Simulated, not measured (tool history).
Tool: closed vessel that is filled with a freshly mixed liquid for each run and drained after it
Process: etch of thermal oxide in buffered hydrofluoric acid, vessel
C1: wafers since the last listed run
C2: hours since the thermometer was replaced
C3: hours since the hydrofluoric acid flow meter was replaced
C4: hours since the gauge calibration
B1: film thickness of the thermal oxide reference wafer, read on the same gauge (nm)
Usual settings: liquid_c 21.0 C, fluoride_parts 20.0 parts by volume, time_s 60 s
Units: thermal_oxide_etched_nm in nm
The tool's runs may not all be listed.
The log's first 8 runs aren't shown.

{"run": 9, "hour": 193.9, "liquid_c": 21.0, "fluoride_parts": 24.5, "time_s": 60, "C1": 2195, "C2": 2456.9, "C3": 875.9, "C4": 126.9, "B1": 110.0, "thermal_oxide_etched_nm": 24.68}
{"run": 10, "hour": 229.3, "liquid_c": 18.0, "fluoride_parts": 20.0, "time_s": 60, "C1": 2776, "C2": 2492.3, "C3": 911.3, "C4": 162.3, "B1": 110.0, "thermal_oxide_etched_nm": 24.19}
{"run": 11, "hour": 243.2, "liquid_c": 24.0, "fluoride_parts": 20.0, "time_s": 60, "C1": 1090, "C2": 2506.2, "C3": 925.2, "C4": 176.2, "B1": 110.01, "thermal_oxide_etched_nm": 33.76}
{"run": 12, "hour": 278.0, "liquid_c": 25.0, "fluoride_parts": 20.0, "time_s": 60, "C1": 2729, "C2": 2541.0, "C3": 960.0, "C4": 211.0, "B1": 110.0, "thermal_oxide_etched_nm": 35.37}
{"run": 13, "hour": 301.5, "liquid_c": 23.0, "fluoride_parts": 17.5, "time_s": 70, "C1": 1842, "C2": 2564.5, "C3": 983.5, "C4": 234.5, "B1": 110.0, "thermal_oxide_etched_nm": 42.55}
{"run": 14, "hour": 335.3, "liquid_c": 21.0, "fluoride_parts": 20.0, "time_s": 45, "C1": 2650, "C2": 2598.3, "C3": 1017.3, "C4": 268.3, "B1": 110.02, "thermal_oxide_etched_nm": 21.13}
{"run": 15, "hour": 349.8, "liquid_c": 21.0, "fluoride_parts": 20.0, "time_s": 60, "C1": 1137, "C2": 2612.8, "C3": 1031.8, "C4": 282.8, "B1": 110.01, "thermal_oxide_etched_nm": 28.34}
{"run": 16, "hour": 364.8, "liquid_c": 25.0, "fluoride_parts": 12.0, "time_s": 90, "C1": 1176, "C2": 2627.8, "C3": 1046.8, "C4": 297.8, "B1": 110.0, "thermal_oxide_etched_nm": 88.12}
{"run": 17, "hour": 377.9, "liquid_c": 21.0, "fluoride_parts": 20.0, "time_s": 60, "C1": 1027, "C2": 2640.9, "C3": 1059.9, "C4": 310.9, "B1": 109.99, "thermal_oxide_etched_nm": 28.44}
{"run": 18, "hour": 399.6, "liquid_c": 23.0, "fluoride_parts": 17.0, "time_s": 35, "C1": 1701, "C2": 2662.6, "C3": 1081.6, "C4": 332.6, "B1": 110.0, "thermal_oxide_etched_nm": 21.75}
{"run": 19, "hour": 419.6, "liquid_c": 18.0, "fluoride_parts": 23.5, "time_s": 75, "C1": 1568, "C2": 2682.6, "C3": 1101.6, "C4": 352.6, "B1": 110.01, "thermal_oxide_etched_nm": 26.85}
{"hour": 425.6, "done": "hydrofluoric acid flow meter replaced"}
{"run": 20, "hour": 441.1, "liquid_c": 21.0, "fluoride_parts": 20.0, "time_s": 80, "C1": 1607, "C2": 2704.1, "C3": 15.5, "C4": 374.1, "B1": 109.98, "thermal_oxide_etched_nm": 37.94}
{"run": 21, "hour": 457.6, "liquid_c": 25.5, "fluoride_parts": 20.0, "time_s": 45, "C1": 1293, "C2": 2720.6, "C3": 32.0, "C4": 390.6, "B1": 109.99, "thermal_oxide_etched_nm": 27.35}
{"run": 22, "hour": 469.7, "liquid_c": 21.0, "fluoride_parts": 20.0, "time_s": 35, "C1": 948, "C2": 2732.7, "C3": 44.1, "C4": 402.7, "B1": 110.0, "thermal_oxide_etched_nm": 16.63}
{"hour": 487.4, "done": "thermometer replaced"}
{"run": 23, "hour": 497.3, "liquid_c": 21.0, "fluoride_parts": 20.0, "time_s": 60, "C1": 2086, "C2": 9.9, "C3": 71.7, "C4": 430.3, "B1": 110.02, "thermal_oxide_etched_nm": 30.36}
{"run": 24, "hour": 511.0, "liquid_c": 17.0, "fluoride_parts": 27.0, "time_s": 45, "C1": 1074, "C2": 23.6, "C3": 85.4, "C4": 444.0, "B1": 110.01, "thermal_oxide_etched_nm": 14.84}
{"run": 25, "hour": 541.4, "liquid_c": 24.0, "fluoride_parts": 20.0, "time_s": 60, "C1": 2384, "C2": 54.0, "C3": 115.8, "C4": 474.4, "B1": 109.99, "thermal_oxide_etched_nm": 35.66}
{"run": 26, "hour": 571.7, "liquid_c": 19.5, "fluoride_parts": 17.0, "time_s": 45, "C1": 2376, "C2": 84.3, "C3": 146.1, "C4": 504.7, "B1": 110.0, "thermal_oxide_etched_nm": 24.4}
{"run": 27, "hour": 601.8, "liquid_c": 19.0, "fluoride_parts": 22.0, "time_s": 60, "C1": 2360, "C2": 114.4, "C3": 176.2, "C4": 534.8, "B1": 110.0, "thermal_oxide_etched_nm": 25.12}
{"run": 28, "hour": 615.9, "liquid_c": 21.0, "fluoride_parts": 20.0, "time_s": 90, "C1": 1105, "C2": 128.5, "C3": 190.3, "C4": 548.9, "B1": 109.97, "thermal_oxide_etched_nm": 45.18}
{"run": 29, "hour": 639.0, "liquid_c": 17.5, "fluoride_parts": 20.0, "time_s": 30, "C1": 1811, "C2": 151.6, "C3": 213.4, "C4": 572.0, "B1": 110.0, "thermal_oxide_etched_nm": 12.32}
{"run": 30, "hour": 651.9, "liquid_c": 21.0, "fluoride_parts": 22.0, "time_s": 60, "C1": 1011, "C2": 164.5, "C3": 226.3, "C4": 584.9, "B1": 109.98, "thermal_oxide_etched_nm": 28.15}
{"run": 31, "hour": 673.5, "liquid_c": 19.5, "fluoride_parts": 25.5, "time_s": 80, "C1": 1693, "C2": 186.1, "C3": 247.9, "C4": 606.5, "B1": 109.99, "thermal_oxide_etched_nm": 31.2}
{"run": 32, "hour": 691.3, "liquid_c": 21.0, "fluoride_parts": 20.0, "time_s": 60, "C1": 1395, "C2": 203.9, "C3": 265.7, "C4": 624.3, "B1": 109.99, "thermal_oxide_etched_nm": 29.97}
{"run": 33, "hour": 714.1, "liquid_c": 19.5, "fluoride_parts": 20.0, "time_s": 75, "C1": 1788, "C2": 226.7, "C3": 288.5, "C4": 647.1, "B1": 110.0, "thermal_oxide_etched_nm": 34.74}

Forecast each of these 4 alternatives for the next run:
{"run": "A", "hour": 714.8, "liquid_c": 21.0, "fluoride_parts": 20.0, "time_s": 60, "C1": 54, "C2": 227.4, "C3": 289.2, "C4": 647.8, "B1": "?", "thermal_oxide_etched_nm": "?"}
{"run": "B", "hour": 714.8, "liquid_c": 24.0, "fluoride_parts": 20.0, "time_s": 30, "C1": 54, "C2": 227.4, "C3": 289.2, "C4": 647.8, "B1": "?", "thermal_oxide_etched_nm": "?"}
{"run": "C", "hour": 714.8, "liquid_c": 21.0, "fluoride_parts": 23.0, "time_s": 60, "C1": 54, "C2": 227.4, "C3": 289.2, "C4": 647.8, "B1": "?", "thermal_oxide_etched_nm": "?"}
{"run": "D", "hour": 714.8, "liquid_c": 17.0, "fluoride_parts": 20.0, "time_s": 80, "C1": 54, "C2": 227.4, "C3": 289.2, "C4": 647.8, "B1": "?", "thermal_oxide_etched_nm": "?"}

run=A B1=110.00 thermal_oxide_etched_nm=29.87
run=B B1=110.00 thermal_oxide_etched_nm=17.63
run=C B1=110.00 thermal_oxide_etched_nm=27.12
run=D B1=110.00 thermal_oxide_etched_nm=31.75
Without the tool's hidden state the same runs would have given:
run=A thermal_oxide_etched_nm=30.41
run=B thermal_oxide_etched_nm=17.95
run=C thermal_oxide_etched_nm=27.61
run=D thermal_oxide_etched_nm=32.34
